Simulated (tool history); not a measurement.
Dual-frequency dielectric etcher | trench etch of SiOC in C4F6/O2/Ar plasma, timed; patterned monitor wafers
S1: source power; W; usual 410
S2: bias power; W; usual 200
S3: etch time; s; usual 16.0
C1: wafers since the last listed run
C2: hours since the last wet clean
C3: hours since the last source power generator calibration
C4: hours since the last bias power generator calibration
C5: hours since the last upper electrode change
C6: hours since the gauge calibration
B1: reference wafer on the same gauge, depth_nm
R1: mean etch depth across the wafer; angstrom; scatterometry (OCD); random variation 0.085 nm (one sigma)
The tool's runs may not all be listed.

run 1 hour=0.0 | S1=390 S2=200 S3=16.0 | C1=0 C2=185.6 C3=2654.6 C4=3096.6 C5=1510.1 C6=60.3 | B1=41.59 | R1=368.4
run 2 hour=23.5 | S1=390 S2=200 S3=16.0 | C1=298 C2=209.1 C3=2678.1 C4=3120.1 C5=1533.6 C6=83.8 | B1=41.60 | R1=366.3
run 3 hour=44.0 | S1=410 S2=200 S3=16.0 | C1=260 C2=229.6 C3=2698.6 C4=3140.6 C5=1554.1 C6=104.3 | B1=41.60 | R1=376.0
run 4 hour=66.6 | S1=410 S2=200 S3=16.0 | C1=287 C2=252.2 C3=2721.2 C4=3163.2 C5=1576.7 C6=126.9 | B1=41.58 | R1=375.0
run 5 hour=90.4 | S1=410 S2=200 S3=16.0 | C1=302 C2=276.0 C3=2745.0 C4=3187.0 C5=1600.5 C6=150.7 | B1=41.56 | R1=374.6
run 6 hour=106.5 | S1=410 S2=200 S3=16.0 | C1=204 C2=292.1 C3=2761.1 C4=3203.1 C5=1616.6 C6=166.8 | B1=41.57 | R1=375.3
run 7 hour=136.5 | S1=410 S2=200 S3=16.0 | C1=381 C2=322.1 C3=2791.1 C4=3233.1 C5=1646.6 C6=196.8 | B1=41.63 | R1=374.8
run 8 hour=166.4 | S1=410 S2=200 S3=18.0 | C1=379 C2=352.0 C3=2821.0 C4=3263.0 C5=1676.5 C6=226.7 | B1=41.58 | R1=420.2
run 9 hour=190.0 | S1=410 S2=200 S3=18.0 | C1=299 C2=375.6 C3=2844.6 C4=3286.6 C5=1700.1 C6=250.3 | B1=41.58 | R1=420.3
-- hour=218.3 wet clean of the chamber
run 10 hour=224.7 | S1=410 S2=200 S3=18.0 | C1=135 C2=6.4 C3=2879.3 C4=3321.3 C5=1734.8 C6=285.0 | B1=41.62 | R1=415.5
run 11 hour=254.9 | S1=410 S2=200 S3=16.0 | C1=383 C2=36.6 C3=2909.5 C4=3351.5 C5=1765.0 C6=315.2 | B1=41.61 | R1=369.3
run 12 hour=267.2 | S1=410 S2=200 S3=16.0 | C1=156 C2=48.9 C3=2921.8 C4=3363.8 C5=1777.3 C6=327.5 | B1=41.60 | R1=369.9
-- hour=298.6 upper electrode replaced
run 13 hour=299.1 | S1=410 S2=200 S3=16.0 | C1=100 C2=80.8 C3=2953.7 C4=3395.7 C5=0.5 C6=359.4 | B1=41.60 | R1=370.0
-- hour=300.1 gauge calibrated
run 14 hour=308.9 | S1=410 S2=200 S3=16.0 | C1=124 C2=90.6 C3=2963.5 C4=3405.5 C5=10.3 C6=8.8 | B1=41.59 | R1=370.6
run 15 hour=324.8 | S1=380 S2=200 S3=16.0 | C1=201 C2=106.5 C3=2979.4 C4=3421.4 C5=26.2 C6=24.7 | B1=41.61 | R1=359.4
run 16 hour=341.4 | S1=440 S2=200 S3=16.0 | C1=210 C2=123.1 C3=2996.0 C4=3438.0 C5=42.8 C6=41.3 | B1=41.64 | R1=378.3
-- hour=374.1 wet clean of the chamber, repeated, since the last time left the tool worse
run 17 hour=374.6 | S1=410 S2=200 S3=16.0 | C1=116 C2=0.5 C3=3029.2 C4=3471.2 C5=76.0 C6=74.5 | B1=41.59 | R1=376.2
run 18 hour=378.9 | S1=460 S2=232 S3=12.0 | C1=54 C2=4.8 C3=3033.5 C4=3475.5 C5=80.3 C6=78.8 | B1=41.62 | R1=316.0
-- hour=441.6 source power generator calibrated
run 19 hour=462.6 | S1=410 S2=200 S3=20.5 | C1=1012 C2=88.5 C3=21.0 C4=3559.2 C5=164.0 C6=162.5 | B1=41.57 | R1=479.7
-- hour=518.3 bias power generator calibrated
run 20 hour=518.7 | S1=340 S2=240 S3=19.5 | C1=661 C2=144.6 C3=77.1 C4=0.4 C5=220.1 C6=218.6 | B1=41.57 | R1=466.9
run 21 hour=537.8 | S1=320 S2=214 S3=16.0 | C1=242 C2=163.7 C3=96.2 C4=19.5 C5=239.2 C6=237.7 | B1=41.61 | R1=354.5
run 22 hour=571.6 | S1=380 S2=238 S3=14.5 | C1=429 C2=197.5 C3=130.0 C4=53.3 C5=273.0 C6=271.5 | B1=41.63 | R1=359.7
run 23 hour=588.6 | S1=340 S2=240 S3=16.0 | C1=215 C2=214.5 C3=147.0 C4=70.3 C5=290.0 C6=288.5 | B1=41.60 | R1=380.8
run 24 hour=614.0 | S1=410 S2=159 S3=16.0 | C1=322 C2=239.9 C3=172.4 C4=95.7 C5=315.4 C6=313.9 | B1=41.62 | R1=329.9
run 25 hour=649.7 | S1=410 S2=200 S3=16.0 | C1=453 C2=275.6 C3=208.1 C4=131.4 C5=351.1 C6=349.6 | B1=41.62 | R1=373.2
run 26 hour=676.7 | S1=410 S2=200 S3=14.0 | C1=342 C2=302.6 C3=235.1 C4=158.4 C5=378.1 C6=376.6 | B1=41.61 | R1=325.3
run 27 hour=701.4 | S1=410 S2=232 S3=16.0 | C1=313 C2=327.3 C3=259.8 C4=183.1 C5=402.8 C6=401.3 | B1=41.60 | R1=401.4
-- hour=715.4 gauge calibrated
run 28 hour=718.8 | S1=440 S2=200 S3=11.5 | C1=220 C2=344.7 C3=277.2 C4=200.5 C5=420.2 C6=3.4 | B1=41.58 | R1=275.0

3 ways to go on from here, each from the tool as it stands after run 28. What would each give?
run A hour=719.2 | S1=410 S2=200 S3=16.0 | C1=5 C2=345.1 C3=277.6 C4=200.9 C5=420.6 C6=3.8 | B1=? | R1=?
run B hour=719.2 | S1=410 S2=185 S3=16.0 | C1=5 C2=345.1 C3=277.6 C4=200.9 C5=420.6 C6=3.8 | B1=? | R1=?
run C hour=719.2 | S1=410 S2=171 S3=13.5 | C1=5 C2=345.1 C3=277.6 C4=200.9 C5=420.6 C6=3.8 | B1=? | R1=?

run=A B1=41.55 R1=373.5
run=B B1=41.55 R1=358.6
run=C B1=41.55 R1=290.0
Without the tool's hidden state the same runs would have given:
run=A R1=376.6
run=B R1=361.6
run=C R1=292.5

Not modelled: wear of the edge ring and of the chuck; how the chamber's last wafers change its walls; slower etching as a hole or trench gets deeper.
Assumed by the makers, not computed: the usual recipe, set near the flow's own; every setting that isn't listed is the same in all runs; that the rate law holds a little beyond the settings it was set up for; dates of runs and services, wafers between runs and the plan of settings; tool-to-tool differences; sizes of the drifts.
